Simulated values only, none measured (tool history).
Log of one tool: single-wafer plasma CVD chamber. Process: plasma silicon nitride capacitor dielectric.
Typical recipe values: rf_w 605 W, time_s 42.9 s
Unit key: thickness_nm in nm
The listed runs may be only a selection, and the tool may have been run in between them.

| run | hour | rf_w | time_s | wafers since the last listed run | hours since the last RF generator calibration | hours since the showerhead was replaced | hours since the gauge calibration | read-back reference wafer on the same gauge, thickness_nm | thickness_nm |
|---|---|---|---|---|---|---|---|---|---|
| 1 | 0.0 | 555 | 47.2 | 0 | 796.1 | 4115.1 | 1167.1 | 72.019 | 76.156 |
| 2 | 63.8 | 555 | 47.2 | 825 | 859.9 | 4178.9 | 1230.9 | 71.987 | 76.472 |
| 3 | 94.3 | 605 | 42.9 | 394 | 890.4 | 4209.4 | 1261.4 | 72.012 | 71.378 |
| 4 | 133.0 | 605 | 42.9 | 500 | 929.1 | 4248.1 | 1300.1 | 71.984 | 70.873 |
| 5 | 164.6 | 605 | 42.9 | 408 | 960.7 | 4279.7 | 1331.7 | 72.016 | 70.969 |
| 6 | 214.0 | 525 | 42.9 | 639 | 1010.1 | 4329.1 | 1381.1 | 72.048 | 68.795 |
| 7 | 277.3 | 525 | 42.9 | 818 | 1073.4 | 4392.4 | 1444.4 | 72.012 | 69.088 |
| 8 | 313.9 | 525 | 42.9 | 473 | 1110.0 | 4429.0 | 1481.0 | 72.048 | 69.126 |
| 9 | 367.8 | 605 | 42.9 | 697 | 1163.9 | 4482.9 | 1534.9 | 71.988 | 70.648 |
| 10 | 402.9 | 605 | 42.9 | 454 | 1199.0 | 4518.0 | 1570.0 | 71.948 | 71.052 |
| 11 | 429.6 | 605 | 46.1 | 345 | 1225.7 | 4544.7 | 1596.7 | 71.980 | 75.788 |
|  | 443.8 | showerhead replaced |
| 12 | 492.4 | 605 | 42.9 | 709 | 1288.5 | 48.6 | 1659.5 | 72.003 | 70.619 |
| 13 | 557.2 | 580 | 42.9 | 838 | 1353.3 | 113.4 | 1724.3 | 72.063 | 69.850 |
| 14 | 628.0 | 580 | 42.9 | 916 | 1424.1 | 184.2 | 1795.1 | 71.968 | 69.762 |
| 15 | 695.6 | 515 | 42.9 | 874 | 1491.7 | 251.8 | 1862.7 | 72.002 | 68.157 |
| 16 | 736.9 | 605 | 42.9 | 534 | 1533.0 | 293.1 | 1904.0 | 71.943 | 70.144 |
| 17 | 769.2 | 605 | 42.9 | 417 | 1565.3 | 325.4 | 1936.3 | 71.964 | 70.393 |
| 18 | 803.6 | 605 | 42.9 | 445 | 1599.7 | 359.8 | 1970.7 | 71.993 | 69.963 |
| 19 | 848.6 | 605 | 42.9 | 582 | 1644.7 | 404.8 | 2015.7 | 72.020 | 70.160 |
| 20 | 881.0 | 650 | 40.4 | 419 | 1677.1 | 437.2 | 2048.1 | 72.024 | 66.770 |
|  | 895.9 | RF generator calibrated |
| 21 | 947.6 | 605 | 50.2 | 758 | 51.7 | 503.8 | 2114.7 | 71.964 | 82.704 |
| 22 | 1003.1 | 695 | 48.1 | 718 | 107.2 | 559.3 | 2170.2 | 72.017 | 82.095 |
| 23 | 1046.9 | 720 | 51.0 | 566 | 151.0 | 603.1 | 2214.0 | 72.024 | 87.884 |
| 24 | 1091.1 | 710 | 42.9 | 571 | 195.2 | 647.3 | 2258.2 | 71.951 | 73.115 |
| 25 | 1156.0 | 500 | 36.4 | 839 | 260.1 | 712.2 | 2323.1 | 71.948 | 58.091 |
|  | 1214.8 | gauge calibrated |
| 26 | 1216.7 | 605 | 38.6 | 785 | 320.8 | 772.9 | 1.9 | 72.061 | 64.105 |
| 27 | 1266.2 | 605 | 42.9 | 640 | 370.3 | 822.4 | 51.4 | 71.984 | 71.156 |
| 28 | 1318.3 | 635 | 36.6 | 674 | 422.4 | 874.5 | 103.5 | 72.050 | 61.196 |
| 29 | 1370.8 | 605 | 42.9 | 679 | 474.9 | 927.0 | 156.0 | 71.983 | 70.718 |
| 30 | 1405.6 | 515 | 49.2 | 450 | 509.7 | 961.8 | 190.8 | 71.954 | 79.028 |
| 31 | 1431.6 | 555 | 42.9 | 336 | 535.7 | 987.8 | 216.8 | 72.016 | 69.740 |
| 32 | 1481.3 | 635 | 39.6 | 643 | 585.4 | 1037.5 | 266.5 | 72.033 | 66.535 |
| 33 | 1515.2 | 495 | 48.1 | 438 | 619.3 | 1071.4 | 300.4 | 72.074 | 76.432 |
| 34 | 1567.0 | 645 | 48.9 | 670 | 671.1 | 1123.2 | 352.2 | 72.004 | 82.271 |
| 35 | 1619.4 | 710 | 48.8 | 677 | 723.5 | 1175.6 | 404.6 | 71.998 | 83.223 |
| 36 | 1681.9 | 605 | 42.9 | 808 | 786.0 | 1238.1 | 467.1 | 72.024 | 70.788 |
| 37 | 1718.8 | 515 | 48.3 | 477 | 822.9 | 1275.0 | 504.0 | 72.046 | 77.571 |
| 38 | 1774.5 | 490 | 49.3 | 720 | 878.6 | 1330.7 | 559.7 | 71.953 | 77.892 |
| 39 | 1820.8 | 605 | 42.9 | 599 | 924.9 | 1377.0 | 606.0 | 71.987 | 71.191 |
| 40 | 1858.5 | 605 | 42.9 | 487 | 962.6 | 1414.7 | 643.7 | 71.928 | 70.725 |

The next listed run, before its measurement:
| 41 | 1908.7 | 605 | 42.9 | 649 | 1012.8 | 1464.9 | 693.9 | ? | ? |

read-back reference wafer on the same gauge, thickness_nm: 72.055
thickness_nm: 70.807 nm
Minus the tool's unlogged condition, the same run would have read thickness_nm 71.304 nm.
